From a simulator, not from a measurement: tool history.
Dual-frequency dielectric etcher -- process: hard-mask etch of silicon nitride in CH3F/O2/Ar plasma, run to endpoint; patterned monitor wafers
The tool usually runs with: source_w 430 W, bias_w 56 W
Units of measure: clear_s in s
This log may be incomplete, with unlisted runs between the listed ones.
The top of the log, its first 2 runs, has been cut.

run,day,source_w,bias_w,wafers since the last listed run,hours since the last wet clean,hours since the last source power generator calibration,hours since the last bias power generator calibration,hours since the last upper electrode change,"incoming incoming film thickness, nm",clear_s
3,2.921,400,56,86,11.6,2090.2,2397.6,4887.0,29.23,43.0
4,3.833,400,56,171,33.5,2112.1,2419.5,4908.9,29.14,42.8
5,5.242,430,53,264,67.3,2145.9,2453.3,4942.7,28.93,41.7
6,5.862,430,56,116,82.2,2160.8,2468.2,4957.6,29.49,41.9
7,6.500,430,56,119,97.5,2176.1,2483.5,4972.9,29.62,42.1
8,7.650,430,56,216,125.1,2203.7,2511.1,5000.5,29.08,41.3
9,8.725,430,56,202,150.9,2229.5,2536.9,5026.3,29.11,41.2
10,9.412,430,56,129,167.4,2246.0,2553.4,5042.8,29.28,41.3
11,10.442,430,56,193,192.1,2270.7,2578.1,5067.5,29.38,41.5
12,11.196,430,56,141,210.2,2288.8,2596.2,5085.6,29.06,40.8
13,12.921,430,56,324,251.6,2330.2,2637.6,5127.0,29.29,40.9
14,14.146,430,56,230,281.0,2359.6,2667.0,5156.4,29.29,41.0
15,15.304,430,56,217,308.8,2387.4,2694.8,5184.2,28.91,40.5
16,16.275,430,59,182,332.1,2410.7,2718.1,5207.5,29.23,40.1
# day 16.638: source power generator calibrated
# day 17.892: wet clean of the chamber
17,17.912,430,56,88,0.5,30.6,2757.4,5246.8,29.13,41.2
18,17.971,430,56,10,1.9,32.0,2758.8,5248.2,29.16,41.3
# day 19.729: upper electrode replaced
19,19.750,490,51,146,44.6,74.7,2801.5,0.5,29.15,39.9
20,20.375,400,45,117,59.6,89.7,2816.5,15.5,29.25,44.9
# day 21.379: bias power generator calibrated
21,21.829,320,60,242,94.5,124.6,10.8,50.4,28.95,45.1
22,22.912,530,67,203,120.5,150.6,36.8,76.4,29.28,36.2

For run 23, what comes out?
23,23.750,430,56,157,140.6,170.7,56.9,96.5,29.16,?

{"run 23": {"clear_s": 41.3}}
With the hidden condition absent and the run-to-run variation left alone, this run would have shown clear_s 41.7 s.
